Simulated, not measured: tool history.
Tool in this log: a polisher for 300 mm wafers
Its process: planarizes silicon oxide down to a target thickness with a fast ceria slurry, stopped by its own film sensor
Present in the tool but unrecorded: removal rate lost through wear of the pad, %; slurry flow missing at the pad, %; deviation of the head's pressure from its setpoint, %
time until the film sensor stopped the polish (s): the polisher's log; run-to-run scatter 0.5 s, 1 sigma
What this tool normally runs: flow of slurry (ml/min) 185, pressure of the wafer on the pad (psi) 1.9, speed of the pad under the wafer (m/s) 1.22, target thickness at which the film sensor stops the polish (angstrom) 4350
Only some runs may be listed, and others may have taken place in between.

run,day,flow of slurry (ml/min),pressure of the wafer on the pad (psi),speed of the pad under the wafer (m/s),target thickness at which the film sensor stops the polish (angstrom),wafers since the last listed run,wafers polished on this pad,hours since the slurry nozzle was cleaned,hours since the head pressure was calibrated,"incoming thickness of the incoming film, nm",time until the film sensor stopped the polish (s)
1,0,135,1.9,1.22,4350,0,1519,64.7,878.7,1219.5,57.6
2,0.758,135,1.9,1.22,4350,253,1773,82.9,896.9,1230.3,58.9
# day 1.417: worn pad replaced by a new one
3,2.146,135,1.9,1.22,4350,408,243,116.2,930.2,1221.3,56
4,3.133,185,1.9,1.34,4350,330,574,139.9,953.9,1229.1,49.3
5,5.333,185,1.9,1.22,4350,735,1309,192.7,1006.7,1214.9,53.9
6,6.654,185,1.9,1.22,4350,441,1751,224.4,1038.4,1228.1,54.4
# day 7.321: worn pad replaced by a new one
7,7.658,185,1.9,1.22,4350,280,112,248.5,1062.5,1224.2,51.7
8,8.704,185,1.9,1.22,4350,349,462,273.6,1087.6,1243.6,53.8
9,9.588,185,1.9,1.22,4350,295,758,294.8,1108.8,1237,53.3
10,10.45,185,1.9,1.22,4350,288,1046,315.5,1129.5,1230.2,53.4
11,11.125,185,1.9,1.22,4350,225,1272,331.7,1145.7,1214.7,52.1
12,12.092,185,1.9,1.22,4350,323,1595,354.9,1168.9,1220.1,52.7
# day 12.583: worn pad replaced by a new one
13,12.933,185,1.9,1.22,4350,225,116,375.1,1189.1,1234.7,51.8
14,14.3,185,1.9,1.22,4350,457,573,407.9,1221.9,1225,51.5
15,15.588,185,1.9,1.56,6220,430,1004,438.8,1252.8,1236.3,31.2
16,16.967,185,1.9,1.22,4350,461,1465,471.9,1285.9,1218.7,52.1
17,17.629,160,2.3,1.4,4350,221,1687,487.8,1301.8,1213.9,37.6
# day 18.042: worn pad replaced by a new one
# day 18.6: slurry nozzle cleaned
18,18.825,185,1.9,1.22,4350,330,248,5.4,1330.5,1215.1,49.7
19,19.854,185,1.9,1.36,4350,344,592,30.1,1355.2,1215.6,44.8
# day 20.092: head pressure recalibrated
20,20.704,185,1.9,0.94,5940,256,848,50.5,14.7,1236.8,60.4
21,21.758,185,1.9,1.22,4350,352,1201,75.8,40,1238,60.4
22,22.296,185,1.9,1.22,4350,179,1381,88.7,52.9,1217.3,58.2
# day 22.967: worn pad replaced by a new one
23,22.988,185,1.9,1.38,3260,175,6,105.3,69.5,1235.1,56.8
24,24.342,130,1.7,1.06,2130,452,459,137.8,102,1226.4,101.7
25,24.946,240,1.2,1.02,4350,202,661,152.3,116.5,1222.5,104.9
26,25.65,185,1.9,1.22,4350,235,897,169.2,133.4,1237.4,58.3
27,26.717,150,1.4,1.52,2880,356,1253,194.8,159,1243.3,79.6
28,27.983,185,1.5,1.22,1720,423,1677,225.2,189.4,1223.7,100.5
29,28.804,185,2.5,1.22,4350,274,1952,244.9,209.1,1231.8,44.6

Pick out some run-to-run changes in time until the film sensor stopped the polish (s). Of each, how much would a tool without hidden state show as well, from the settings, what came in and chance, and how much is left for the hidden state and any gauge scatter not in both results compared?
Run 19 -> 20: speed of the pad under the wafer (m/s) 1.36 -> 0.94, target thickness at which the film sensor stops the polish (angstrom) 4350 -> 5940, head pressure recalibrated. time until the film sensor stopped the polish (s) +15.6: hidden state +7.1, all else +8.5.
Run 23 -> 24: flow of slurry (ml/min) 185 -> 130, pressure of the wafer on the pad (psi) 1.9 -> 1.7, speed of the pad under the wafer (m/s) 1.38 -> 1.06, target thickness at which the film sensor stops the polish (angstrom) 3260 -> 2130. time until the film sensor stopped the polish (s) +44.9: hidden state +3.6, all else +41.3.
Run 25 -> 26: flow of slurry (ml/min) 240 -> 185, pressure of the wafer on the pad (psi) 1.2 -> 1.9, speed of the pad under the wafer (m/s) 1.02 -> 1.22. time until the film sensor stopped the polish (s) -46.6: hidden state -2, all else -44.6.
Run 28 -> 29: pressure of the wafer on the pad (psi) 1.5 -> 2.5, target thickness at which the film sensor stops the polish (angstrom) 1720 -> 4350. time until the film sensor stopped the polish (s) -55.9: hidden state -3.5, all else -52.4.
